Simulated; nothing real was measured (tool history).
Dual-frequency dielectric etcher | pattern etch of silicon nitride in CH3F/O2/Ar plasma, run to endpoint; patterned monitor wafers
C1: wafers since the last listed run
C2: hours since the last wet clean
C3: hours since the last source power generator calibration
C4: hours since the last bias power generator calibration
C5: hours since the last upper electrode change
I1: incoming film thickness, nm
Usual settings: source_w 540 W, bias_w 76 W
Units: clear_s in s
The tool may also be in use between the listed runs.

run 1 hour=0.0 | source_w=650 bias_w=88 | C1=0 C2=368.0 C3=1695.8 C4=1367.3 C5=3456.3 | I1=25.18 | clear_s=28.5
run 2 hour=73.8 | source_w=540 bias_w=76 | C1=1335 C2=441.8 C3=1769.6 C4=1441.1 C5=3530.1 | I1=25.56 | clear_s=34.4
-- hour=109.4 wet clean of the chamber
run 3 hour=119.2 | source_w=540 bias_w=76 | C1=387 C2=9.8 C3=1815.0 C4=1486.5 C5=3575.5 | I1=25.36 | clear_s=32.7
run 4 hour=225.3 | source_w=510 bias_w=76 | C1=1919 C2=115.9 C3=1921.1 C4=1592.6 C5=3681.6 | I1=25.44 | clear_s=33.5
-- hour=413.7 bias power generator calibrated
run 5 hour=418.9 | source_w=540 bias_w=76 | C1=3430 C2=309.5 C3=2114.7 C4=5.2 C5=3875.2 | I1=25.46 | clear_s=34.0
run 6 hour=466.0 | source_w=540 bias_w=76 | C1=852 C2=356.6 C3=2161.8 C4=52.3 C5=3922.3 | I1=25.35 | clear_s=33.4
-- hour=520.1 source power generator calibrated
-- hour=521.2 wet clean of the chamber
run 7 hour=552.0 | source_w=630 bias_w=80 | C1=1463 C2=30.8 C3=31.9 C4=138.3 C5=4008.3 | I1=25.57 | clear_s=29.2
-- hour=602.0 upper electrode replaced, of another model than before
run 8 hour=607.7 | source_w=630 bias_w=80 | C1=573 C2=86.5 C3=87.6 C4=194.0 C5=5.7 | I1=25.22 | clear_s=30.3
run 9 hour=673.4 | source_w=410 bias_w=81 | C1=1188 C2=152.2 C3=153.3 C4=259.7 C5=71.4 | I1=25.50 | clear_s=34.8
run 10 hour=776.7 | source_w=490 bias_w=76 | C1=1869 C2=255.5 C3=256.6 C4=363.0 C5=174.7 | I1=25.39 | clear_s=33.7
run 11 hour=817.3 | source_w=540 bias_w=67 | C1=734 C2=296.1 C3=297.2 C4=403.6 C5=215.3 | I1=25.55 | clear_s=34.7
run 12 hour=854.2 | source_w=660 bias_w=84 | C1=667 C2=333.0 C3=334.1 C4=440.5 C5=252.2 | I1=25.12 | clear_s=29.9
run 13 hour=956.2 | source_w=430 bias_w=61 | C1=1845 C2=435.0 C3=436.1 C4=542.5 C5=354.2 | I1=25.27 | clear_s=37.9
-- hour=996.6 wet clean of the chamber
run 14 hour=1046.9 | source_w=500 bias_w=59 | C1=1206 C2=50.3 C3=526.8 C4=633.2 C5=444.9 | I1=25.11 | clear_s=35.0
run 15 hour=1102.3 | source_w=540 bias_w=82 | C1=1002 C2=105.7 C3=582.2 C4=688.6 C5=500.3 | I1=25.53 | clear_s=32.5
run 16 hour=1184.7 | source_w=540 bias_w=76 | C1=1490 C2=188.1 C3=664.6 C4=771.0 C5=582.7 | I1=25.29 | clear_s=32.4
run 17 hour=1258.8 | source_w=610 bias_w=90 | C1=1340 C2=262.2 C3=738.7 C4=845.1 C5=656.8 | I1=25.44 | clear_s=30.3

Hidden state at the last listed run before each entry between runs and at the first one after, where it differs:
Between runs 2 and 3: wet clean of the chamber (hour 109.4)
  etch rate over this chamber's usual, %: -4.9 -> -0.192
  measured less the result without the state, clear_s: +1.6 -> +0.1 s
Between runs 4 and 5: bias power generator calibrated (hour 413.7)
  etch rate over this chamber's usual, %: -1.16 -> -2.93
  measured less the result without the state, clear_s: +0.4 -> +1.0 s
Between runs 6 and 7: source power generator calibrated (hour 520.1); wet clean of the chamber (hour 521.2)
  etch rate over this chamber's usual, %: -3.36 -> 0.06
  measured less the result without the state, clear_s: +1.1 -> -0.1 s
Between runs 7 and 8: upper electrode replaced, of another model than before (hour 602.0)
  etch rate over this chamber's usual, %: 0.06 -> -0.45
  measured less the result without the state, clear_s: -0.1 -> +0.2 s
Between runs 13 and 14: wet clean of the chamber (hour 996.6)
  etch rate over this chamber's usual, %: -3.64 -> -0.576
  measured less the result without the state, clear_s: +1.4 -> +0.2 s
